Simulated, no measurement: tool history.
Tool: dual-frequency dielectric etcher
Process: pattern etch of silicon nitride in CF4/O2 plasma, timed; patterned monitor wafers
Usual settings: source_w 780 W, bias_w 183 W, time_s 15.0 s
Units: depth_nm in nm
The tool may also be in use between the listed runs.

run	hour	source_w	bias_w	time_s	read-back reference wafer on the same gauge, depth_nm	depth_nm
1	0.0	780	212	15.0	34.50	44.97
2	160.4	780	212	15.0	34.42	45.89
# hour 194.6: gauge calibrated
3	246.2	780	212	15.0	34.52	46.34
4	327.9	780	183	15.0	34.50	43.30
# hour 425.3: wet clean of the chamber
5	425.8	780	183	15.0	34.50	41.87
# hour 460.0: bias power generator calibrated
# hour 461.5: source power generator calibrated
6	472.3	780	183	15.0	34.45	41.79
7	559.7	780	183	15.0	34.45	42.37
8	641.7	780	183	15.0	34.56	42.50
9	739.1	780	183	12.5	34.52	35.69
10	783.7	780	183	15.0	34.49	43.50
11	843.6	920	143	15.0	34.55	42.87
# hour 904.1: upper electrode replaced
12	919.5	880	183	12.5	34.51	39.78
# hour 945.0: wet clean of the chamber
# hour 964.6: gauge calibrated
13	964.7	890	220	11.0	34.46	36.75
14	1030.0	780	183	15.0	34.54	42.18
15	1118.1	680	163	11.0	34.57	26.99
16	1182.0	780	183	15.0	34.46	43.43
17	1247.9	780	183	13.0	34.44	37.72

4 ways to go on from here, each from the tool as it stands after run 17. What would each give?
A	1248.3	780	183	15.0	?	?
B	1248.3	780	143	15.0	?	?
C	1248.3	960	183	15.0	?	?
D	1248.3	660	143	17.0	?	?

run	read-back reference wafer on the same gauge, depth_nm	depth_nm
A	34.39	43.51
B	34.39	38.33
C	34.39	50.27
D	34.39	38.81
Without the tool's hidden state the same runs would have given:
run	depth_nm
A	42.05
B	37.05
C	48.59
D	37.52
